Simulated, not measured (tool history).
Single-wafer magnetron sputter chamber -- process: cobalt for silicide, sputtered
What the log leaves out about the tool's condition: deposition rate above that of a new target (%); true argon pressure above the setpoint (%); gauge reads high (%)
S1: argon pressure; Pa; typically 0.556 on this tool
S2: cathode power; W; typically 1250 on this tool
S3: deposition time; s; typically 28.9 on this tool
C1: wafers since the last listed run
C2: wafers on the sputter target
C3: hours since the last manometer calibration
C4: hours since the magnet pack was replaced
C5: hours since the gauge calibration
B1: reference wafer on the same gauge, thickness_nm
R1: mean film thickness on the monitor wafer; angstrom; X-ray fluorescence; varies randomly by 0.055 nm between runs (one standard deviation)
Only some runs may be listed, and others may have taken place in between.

Run 1, hour 0.0: usual settings but S1 0.484 Pa, S3 32.2 s; C1 0; C2 1455; C3 1020.6; C4 9583.6; C5 1406.6; B1 15.570. Result: R1 196.18 angstrom.
Run 2, hour 102.8: usual settings but S1 0.484 Pa, S3 32.2 s; C1 2479; C2 3934; C3 1123.4; C4 9686.4; C5 1509.4; B1 15.614. Result: R1 194.44 angstrom.
Run 3, hour 162.2: usual settings; C1 1432; C2 5367; C3 1182.8; C4 9745.8; C5 1568.8; B1 15.616. Result: R1 171.85 angstrom.
Run 4, hour 212.5: usual settings but S1 0.725 Pa; C1 1213; C2 6581; C3 1233.1; C4 9796.1; C5 1619.1; B1 15.590. Result: R1 163.82 angstrom.
Run 5, hour 255.0: usual settings but S1 0.725 Pa; C1 1025; C2 7606; C3 1275.6; C4 9838.6; C5 1661.6; B1 15.611. Result: R1 162.75 angstrom.
Run 6, hour 317.5: usual settings but S1 0.725 Pa; C1 1507; C2 9113; C3 1338.1; C4 9901.1; C5 1724.1; B1 15.588. Result: R1 162.94 angstrom.
At hour 367.9: sputter target and shields replaced.
Run 7, hour 371.3: usual settings; C1 1104; C2 81; C3 1391.9; C4 9954.9; C5 1777.9; B1 15.597. Result: R1 172.74 angstrom.
Run 8, hour 420.7: usual settings; C1 1191; C2 1272; C3 1441.3; C4 10004.3; C5 1827.3; B1 15.593. Result: R1 172.05 angstrom.
Run 9, hour 491.7: usual settings; C1 1712; C2 2985; C3 1512.3; C4 10075.3; C5 1898.3; B1 15.599. Result: R1 173.90 angstrom.
Run 10, hour 570.2: usual settings; C1 1893; C2 4878; C3 1590.8; C4 10153.8; C5 1976.8; B1 15.609. Result: R1 172.11 angstrom.
Run 11, hour 634.9: usual settings; C1 1560; C2 6439; C3 1655.5; C4 10218.5; C5 2041.5; B1 15.573. Result: R1 171.08 angstrom.
Run 12, hour 715.8: usual settings; C1 1951; C2 8390; C3 1736.4; C4 10299.4; C5 2122.4; B1 15.589. Result: R1 170.83 angstrom.
At hour 741.5: magnet pack replaced.
At hour 807.4: sputter target and shields replaced.
Run 13, hour 935.7: usual settings; C1 4918; C2 3095; C3 1956.3; C4 194.2; C5 2342.3; B1 15.616. Result: R1 173.54 angstrom.
Run 14, hour 1012.1: usual settings but S1 0.416 Pa; C1 1842; C2 4938; C3 2032.7; C4 270.6; C5 2418.7; B1 15.606. Result: R1 179.21 angstrom.
Run 15, hour 1102.9: usual settings but S1 0.667 Pa, S2 1050 W, S3 24.2 s; C1 2190; C2 7128; C3 2123.5; C4 361.4; C5 2509.5; B1 15.601. Result: R1 119.80 angstrom.
Run 16, hour 1139.3: usual settings but S2 1150 W; C1 878; C2 8006; C3 2159.9; C4 397.8; C5 2545.9; B1 15.611. Result: R1 158.77 angstrom.
Run 17, hour 1208.4: usual settings; C1 1666; C2 9672; C3 2229.0; C4 466.9; C5 2615.0; B1 15.611. Result: R1 169.53 angstrom.
At hour 1330.9: sputter target and shields replaced.
Run 18, hour 1523.9: usual settings but S1 0.439 Pa, S2 1550 W; C1 7417; C2 4655; C3 2544.5; C4 782.4; C5 2930.5; B1 15.622. Result: R1 217.63 angstrom.
At hour 1677.8: gauge calibrated.
Run 19, hour 1748.4: usual settings but S2 1400 W, S3 30.8 s; C1 5415; C2 10070; C3 2769.0; C4 1006.9; C5 70.6; B1 15.600. Result: R1 201.84 angstrom.
At hour 1779.0: capacitance manometer re-zeroed and calibrated.
At hour 1823.5: sputter target and shields replaced.
Run 20, hour 1824.0: usual settings but S2 950 W; C1 1437; C2 12; C3 45.0; C4 1082.5; C5 146.2; B1 15.620. Result: R1 135.10 angstrom.
Run 21, hour 1898.7: usual settings; C1 1801; C2 1814; C3 119.7; C4 1157.2; C5 220.9; B1 15.588. Result: R1 170.52 angstrom.
Run 22, hour 1952.0: usual settings; C1 1285; C2 3100; C3 173.0; C4 1210.5; C5 274.2; B1 15.604. Result: R1 170.70 angstrom.
Run 23, hour 2024.2: usual settings but S1 0.764 Pa; C1 1741; C2 4841; C3 245.2; C4 1282.7; C5 346.4; B1 15.594. Result: R1 161.41 angstrom.
Run 24, hour 2064.1: usual settings but S1 0.746 Pa, S2 1000 W, S3 32.3 s; C1 962; C2 5804; C3 285.1; C4 1322.6; C5 386.3; B1 15.609. Result: R1 149.32 angstrom.
Run 25, hour 2139.8: usual settings but S1 0.728 Pa, S2 1500 W, S3 26.7 s; C1 1825; C2 7630; C3 360.8; C4 1398.3; C5 462.0; B1 15.591. Result: R1 175.54 angstrom.
Run 26, hour 2203.8: usual settings; C1 1543; C2 9173; C3 424.8; C4 1462.3; C5 526.0; B1 15.591. Result: R1 169.26 angstrom.
At hour 2280.3: sputter target and shields replaced.
Run 27, hour 2311.3: usual settings but S1 0.620 Pa, S3 27.0 s; C1 2400; C2 747; C3 532.3; C4 1569.8; C5 633.5; B1 15.603. Result: R1 157.97 angstrom.

Here are 3 independent what-if runs from the current tool condition. What would each one return?
Run A, hour 2311.7: usual settings; C1 9; C2 756; C3 532.7; C4 1570.2; C5 633.9; B1 ?. Result: R1 ?.
Run B, hour 2311.7: usual settings but S2 1400 W; C1 9; C2 756; C3 532.7; C4 1570.2; C5 633.9; B1 ?. Result: R1 ?.
Run C, hour 2311.7: usual settings but S2 1000 W; C1 9; C2 756; C3 532.7; C4 1570.2; C5 633.9; B1 ?. Result: R1 ?.

run      B1      R1
  A  15.599  171.65
  B  15.599  189.87
  C  15.599  141.28
The same runs, with their run-to-run variation unchanged, on a tool lacking any hidden condition would have given:
run      R1
  A  172.43
  B  190.73
  C  141.93

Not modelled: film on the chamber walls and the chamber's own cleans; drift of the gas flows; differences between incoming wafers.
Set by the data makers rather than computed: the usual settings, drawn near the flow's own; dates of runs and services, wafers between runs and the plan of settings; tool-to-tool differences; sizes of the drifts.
